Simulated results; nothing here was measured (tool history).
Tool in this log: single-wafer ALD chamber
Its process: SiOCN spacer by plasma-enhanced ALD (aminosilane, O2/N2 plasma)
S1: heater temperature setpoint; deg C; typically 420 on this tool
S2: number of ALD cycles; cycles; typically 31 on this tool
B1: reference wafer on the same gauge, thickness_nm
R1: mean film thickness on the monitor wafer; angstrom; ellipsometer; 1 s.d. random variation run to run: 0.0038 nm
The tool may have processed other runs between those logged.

Run 1, day 0.000: usual settings; B1 1.329. Result: R1 16.48 angstrom.
Run 2, day 1.246: usual settings; B1 1.328. Result: R1 16.47 angstrom.
Run 3, day 2.625: usual settings but S1 427 deg C; B1 1.330. Result: R1 16.16 angstrom.
Run 4, day 4.038: usual settings but S1 427 deg C; B1 1.332. Result: R1 16.14 angstrom.
Run 5, day 4.892: usual settings but S1 427 deg C; B1 1.332. Result: R1 16.13 angstrom.
Run 6, day 6.146: usual settings; B1 1.333. Result: R1 16.50 angstrom.
Run 7, day 6.908: usual settings; B1 1.332. Result: R1 16.55 angstrom.
Run 8, day 7.538: usual settings; B1 1.332. Result: R1 16.55 angstrom.
Run 9, day 8.371: usual settings; B1 1.333. Result: R1 16.51 angstrom.
Run 10, day 9.679: usual settings; B1 1.334. Result: R1 16.58 angstrom.
Run 11, day 11.129: usual settings; B1 1.335. Result: R1 16.59 angstrom.
Run 12, day 12.425: usual settings; B1 1.335. Result: R1 16.61 angstrom.
Run 13, day 13.238: usual settings; B1 1.336. Result: R1 16.51 angstrom.
Run 14, day 14.229: usual settings; B1 1.334. Result: R1 16.59 angstrom.
Run 15, day 15.012: usual settings; B1 1.334. Result: R1 16.62 angstrom.
Run 16, day 16.362: usual settings but S1 433 deg C, S2 37 cycles; B1 1.335. Result: R1 18.92 angstrom.
Run 17, day 17.750: usual settings but S1 412 deg C; B1 1.336. Result: R1 17.13 angstrom.
Run 18, day 18.883: usual settings; B1 1.335. Result: R1 16.65 angstrom.
Run 19, day 20.096: usual settings but S2 27 cycles; B1 1.337. Result: R1 14.51 angstrom.
Run 20, day 21.267: usual settings; B1 1.337. Result: R1 16.60 angstrom.
At day 21.633: thermocouple changed; heater temperature recalibrated.
Run 21, day 21.808: usual settings but S2 26 cycles; B1 1.336. Result: R1 13.95 angstrom.
Run 22, day 23.042: usual settings but S1 409 deg C; B1 1.337. Result: R1 17.30 angstrom.
At day 23.879: gauge calibrated.
Run 23, day 24.529: usual settings; B1 1.320. Result: R1 16.34 angstrom.
Run 24, day 25.883: usual settings; B1 1.321. Result: R1 16.33 angstrom.
Run 25, day 27.346: usual settings but S1 433 deg C, S2 28 cycles; B1 1.321. Result: R1 14.09 angstrom.
Run 26, day 28.829: usual settings but S1 406 deg C, S2 26 cycles; B1 1.321. Result: R1 14.51 angstrom.
Run 27, day 29.333: usual settings but S1 428 deg C, S2 35 cycles; B1 1.320. Result: R1 18.01 angstrom.
Run 28, day 30.817: usual settings but S1 426 deg C, S2 27 cycles; B1 1.323. Result: R1 14.01 angstrom.
Run 29, day 31.721: usual settings but S1 424 deg C, S2 28 cycles; B1 1.323. Result: R1 14.63 angstrom.
Run 30, day 32.612: usual settings but S2 33 cycles; B1 1.323. Result: R1 17.50 angstrom.
Run 31, day 33.996: usual settings; B1 1.323. Result: R1 16.41 angstrom.

Predict each of these 4 candidate next runs independently; none follows another, all start after run 31:
Run A, day 34.017: usual settings; B1 ?. Result: R1 ?.
Run B, day 34.017: usual settings but S1 427 deg C, S2 29 cycles; B1 ?. Result: R1 ?.
Run C, day 34.017: usual settings but S1 412 deg C, S2 33 cycles; B1 ?. Result: R1 ?.
Run D, day 34.017: usual settings but S1 425 deg C; B1 ?. Result: R1 ?.

run     B1     R1
  A  1.323  16.47
  B  1.323  15.02
  C  1.323  18.05
  D  1.323  16.17
Without the tool's hidden state the same runs would have given:
run     R1
  A  16.43
  B  14.98
  C  18.00
  D  16.13
